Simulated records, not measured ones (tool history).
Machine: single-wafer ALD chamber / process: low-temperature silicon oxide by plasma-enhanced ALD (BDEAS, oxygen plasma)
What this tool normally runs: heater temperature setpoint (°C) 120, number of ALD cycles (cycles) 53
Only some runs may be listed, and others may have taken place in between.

run	hour	heater temperature setpoint (°C)	number of ALD cycles (cycles)	wafers since the last listed run	hours since the last thermocouple change	hours since the gauge calibration	read-back reference wafer on the same gauge, thickness_nm	mean film thickness on the monitor wafer (nm)
1	0.0	116	53	0	1022.4	930.5	7.066	7.410
2	13.8	120	53	85	1036.2	944.3	7.072	7.322
3	35.0	120	53	131	1057.4	965.5	7.076	7.300
4	63.1	120	53	174	1085.5	993.6	7.066	7.353
5	83.3	120	53	125	1105.7	1013.8	7.068	7.318
6	97.3	120	53	86	1119.7	1027.8	7.067	7.334
7	111.8	120	53	90	1134.2	1042.3	7.068	7.352
8	128.4	120	53	103	1150.8	1058.9	7.070	7.300
9	160.2	120	53	197	1182.6	1090.7	7.071	7.318
10	182.7	120	53	139	1205.1	1113.2	7.078	7.297
11	218.5	120	53	222	1240.9	1149.0	7.070	7.319
12	299.2	120	53	501	1321.6	1229.7	7.069	7.321
13	327.2	120	53	173	1349.6	1257.7	7.067	7.305
14	352.6	120	53	157	1375.0	1283.1	7.071	7.323
15	367.9	120	53	95	1390.3	1298.4	7.069	7.292
16	383.8	120	53	98	1406.2	1314.3	7.066	7.310
17	398.3	120	53	90	1420.7	1328.8	7.072	7.350
18	429.9	120	53	196	1452.3	1360.4	7.070	7.331
19	456.8	120	53	167	1479.2	1387.3	7.062	7.277
20	487.4	120	53	190	1509.8	1417.9	7.075	7.304
21	515.5	120	53	174	1537.9	1446.0	7.073	7.283
22	562.8	115	61	293	1585.2	1493.3	7.068	8.478
# hour 588.1: gauge calibrated
23	593.7	111	57	191	1616.1	5.6	7.069	8.009
24	626.9	129	48	206	1649.3	38.8	7.065	6.487
# hour 638.2: thermocouple changed; heater temperature recalibrated
25	644.6	120	44	60	6.4	56.5	7.074	6.127
26	677.2	111	49	202	39.0	89.1	7.077	6.983
27	696.3	120	53	118	58.1	108.2	7.070	7.347
28	730.8	120	53	214	92.6	142.7	7.074	7.396
29	752.2	114	43	132	114.0	164.1	7.057	6.054
30	770.9	125	62	116	132.7	182.8	7.071	8.550
31	788.4	120	53	108	150.2	200.3	7.063	7.382
32	800.8	115	60	77	162.6	212.7	7.066	8.440
33	832.0	133	47	193	193.8	243.9	7.077	6.374
34	865.0	105	61	205	226.8	276.9	7.075	8.729
35	880.8	120	53	98	242.6	292.7	7.062	7.374
36	910.8	108	61	186	272.6	322.7	7.072	8.660
37	925.1	120	53	88	286.9	337.0	7.083	7.387
38	957.1	120	56	198	318.9	369.0	7.065	7.759
39	987.4	120	53	188	349.2	399.3	7.067	7.355
40	1010.6	120	63	144	372.4	422.5	7.068	8.744
41	1029.9	120	49	119	391.7	441.8	7.074	6.795
42	1042.3	134	58	77	404.1	454.2	7.076	7.792
43	1060.3	134	60	111	422.1	472.2	7.076	8.097
44	1086.0	113	57	159	447.8	497.9	7.069	8.062
45	1100.1	120	43	87	461.9	512.0	7.067	5.950
46	1146.3	106	58	287	508.1	558.2	7.072	8.260

What if the next run were any one of these 5? Each begins from the tool's condition after run 46:
A	1146.8	108	53	3	508.6	558.7	?	?
B	1146.8	124	61	3	508.6	558.7	?	?
C	1146.8	120	61	3	508.6	558.7	?	?
D	1146.8	113	45	3	508.6	558.7	?	?
E	1146.8	120	48	3	508.6	558.7	?	?

run	read-back reference wafer on the same gauge, thickness_nm	mean film thickness on the monitor wafer (nm)
A	7.075	7.533
B	7.075	8.379
C	7.075	8.452
D	7.075	6.329
E	7.075	6.651
Stripped of hidden state, with their random variation kept, the same runs would have yielded:
run	mean film thickness on the monitor wafer (nm)
A	7.578
B	8.431
C	8.504
D	6.367
E	6.692
